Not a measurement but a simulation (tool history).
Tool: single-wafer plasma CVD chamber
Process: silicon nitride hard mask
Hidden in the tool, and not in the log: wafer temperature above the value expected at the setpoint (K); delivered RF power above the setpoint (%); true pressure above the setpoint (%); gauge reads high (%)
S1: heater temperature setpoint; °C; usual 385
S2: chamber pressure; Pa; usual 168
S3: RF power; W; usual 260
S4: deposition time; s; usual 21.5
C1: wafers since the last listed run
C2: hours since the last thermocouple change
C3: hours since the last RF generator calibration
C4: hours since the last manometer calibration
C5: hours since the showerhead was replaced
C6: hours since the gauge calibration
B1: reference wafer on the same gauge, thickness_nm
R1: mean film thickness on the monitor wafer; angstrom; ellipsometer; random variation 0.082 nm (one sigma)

| run | hour | S1 | S2 | S3 | S4 | C1 | C2 | C3 | C4 | C5 | C6 | B1 | R1 |
|---|---|---|---|---|---|---|---|---|---|---|---|---|---|
| 1 | 0 | 385 | 168 | 260 | 21.5 | 0 | 2064.2 | 534.1 | 1876.1 | 4672.2 | 1081.3 | 24.636 | 211.62 |
| 2 | 34.3 | 385 | 168 | 260 | 21.5 | 594 | 2098.5 | 568.4 | 1910.4 | 4706.5 | 1115.6 | 24.606 | 209.46 |
| 3 | 71 | 385 | 168 | 260 | 21.5 | 636 | 2135.2 | 605.1 | 1947.1 | 4743.2 | 1152.3 | 24.591 | 209.06 |
| 4 | 136.3 | 385 | 168 | 260 | 21.5 | 1132 | 2200.5 | 670.4 | 2012.4 | 4808.5 | 1217.6 | 24.601 | 211.25 |
| 5 | 185.8 | 385 | 168 | 235 | 21.5 | 858 | 2250 | 719.9 | 2061.9 | 4858 | 1267.1 | 24.582 | 196.17 |
| 6 | 253.8 | 385 | 168 | 235 | 21.5 | 1179 | 2318 | 787.9 | 2129.9 | 4926 | 1335.1 | 24.589 | 193.24 |
| 7 | 314.3 | 385 | 168 | 235 | 21.5 | 1049 | 2378.5 | 848.4 | 2190.4 | 4986.5 | 1395.6 | 24.596 | 193.76 |
|  | 348.2 | capacitance manometer re-zeroed and calibrated |
| 8 | 374.8 | 385 | 168 | 260 | 21.5 | 910 | 2439 | 908.9 | 26.6 | 5047 | 1456.1 | 24.59 | 206.15 |
| 9 | 436.1 | 385 | 168 | 260 | 21.5 | 1063 | 2500.3 | 970.2 | 87.9 | 5108.3 | 1517.4 | 24.593 | 203.72 |
| 10 | 465.1 | 385 | 168 | 260 | 21.5 | 502 | 2529.3 | 999.2 | 116.9 | 5137.3 | 1546.4 | 24.589 | 202.62 |
|  | 477.5 | thermocouple changed; heater temperature recalibrated |
| 11 | 510.4 | 385 | 168 | 275 | 21.5 | 646 | 32.9 | 1044.5 | 162.2 | 5182.6 | 1591.7 | 24.61 | 214.55 |
| 12 | 545.8 | 385 | 168 | 260 | 21.5 | 613 | 68.3 | 1079.9 | 197.6 | 5218 | 1627.1 | 24.595 | 204.71 |
| 13 | 611.3 | 395 | 127 | 280 | 23.5 | 1136 | 133.8 | 1145.4 | 263.1 | 5283.5 | 1692.6 | 24.609 | 209.12 |
| 14 | 645.9 | 376 | 183 | 225 | 21.5 | 600 | 168.4 | 1180 | 297.7 | 5318.1 | 1727.2 | 24.587 | 188.66 |
|  | 703.6 | showerhead replaced |
| 15 | 704.1 | 398 | 188 | 260 | 21.5 | 870 | 226.6 | 1238.2 | 355.9 | 0.5 | 1785.4 | 24.578 | 210.78 |
| 16 | 760.4 | 393 | 168 | 210 | 21.5 | 976 | 282.9 | 1294.5 | 412.2 | 56.8 | 1841.7 | 24.612 | 172.24 |
|  | 772.9 | gauge calibrated |
|  | 779.4 | RF generator calibrated |
| 17 | 829 | 385 | 168 | 260 | 19.2 | 1051 | 351.5 | 49.6 | 480.8 | 125.4 | 56.1 | 24.6 | 189.86 |
| 18 | 894.2 | 394 | 168 | 260 | 21.5 | 1130 | 416.7 | 114.8 | 546 | 190.6 | 121.3 | 24.582 | 210.45 |
| 19 | 935.8 | 398 | 184 | 280 | 23.4 | 721 | 458.3 | 156.4 | 587.6 | 232.2 | 162.9 | 24.61 | 248.63 |
| 20 | 960.7 | 385 | 168 | 260 | 21.5 | 431 | 483.2 | 181.3 | 612.5 | 257.1 | 187.8 | 24.603 | 211.18 |
| 21 | 1025.3 | 385 | 127 | 260 | 24.9 | 1120 | 547.8 | 245.9 | 677.1 | 321.7 | 252.4 | 24.583 | 218.89 |
| 22 | 1068.8 | 377 | 201 | 260 | 21.5 | 754 | 591.3 | 289.4 | 720.6 | 365.2 | 295.9 | 24.571 | 225.65 |
| 23 | 1136.5 | 385 | 168 | 260 | 21.5 | 1174 | 659 | 357.1 | 788.3 | 432.9 | 363.6 | 24.621 | 209.78 |
| 24 | 1206.2 | 385 | 168 | 260 | 21.5 | 1208 | 728.7 | 426.8 | 858 | 502.6 | 433.3 | 24.616 | 210.94 |
| 25 | 1261.1 | 385 | 168 | 260 | 24.7 | 952 | 783.6 | 481.7 | 912.9 | 557.5 | 488.2 | 24.616 | 239.76 |
| 26 | 1320.3 | 377 | 147 | 300 | 23.5 | 1026 | 842.8 | 540.9 | 972.1 | 616.7 | 547.4 | 24.56 | 241.86 |
| 27 | 1377.9 | 385 | 168 | 215 | 21.5 | 999 | 900.4 | 598.5 | 1029.7 | 674.3 | 605 | 24.574 | 180.67 |
| 28 | 1479.8 | 378 | 128 | 260 | 21.5 | 1767 | 1002.3 | 700.4 | 1131.6 | 776.2 | 706.9 | 24.562 | 186.31 |

Measured less the same run without the tool's hidden state. The same run-to-run variation is in both; the gauge's scatter may not be:
| run | R1 |
|---|---|
| 1 | -0.89 |
| 2 | -1.06 |
| 3 | -1.26 |
| 4 | -1.64 |
| 5 | -1.96 |
| 6 | -2.31 |
| 7 | -2.66 |
| 8 | -6.11 |
| 9 | -6.38 |
| 10 | -6.51 |
| 11 | -7.1 |
| 12 | -7.03 |
| 13 | -7.01 |
| 14 | -7.54 |
| 15 | -8.25 |
| 16 | -7.41 |
| 17 | +0.84 |
| 18 | +0.59 |
| 19 | +0.42 |
| 20 | +0.25 |
| 21 | +0.5 |
| 22 | -0.56 |
| 23 | -0.69 |
| 24 | -1.07 |
| 25 | -1.57 |
| 26 | -1.4 |
| 27 | -1.98 |
| 28 | -1.74 |

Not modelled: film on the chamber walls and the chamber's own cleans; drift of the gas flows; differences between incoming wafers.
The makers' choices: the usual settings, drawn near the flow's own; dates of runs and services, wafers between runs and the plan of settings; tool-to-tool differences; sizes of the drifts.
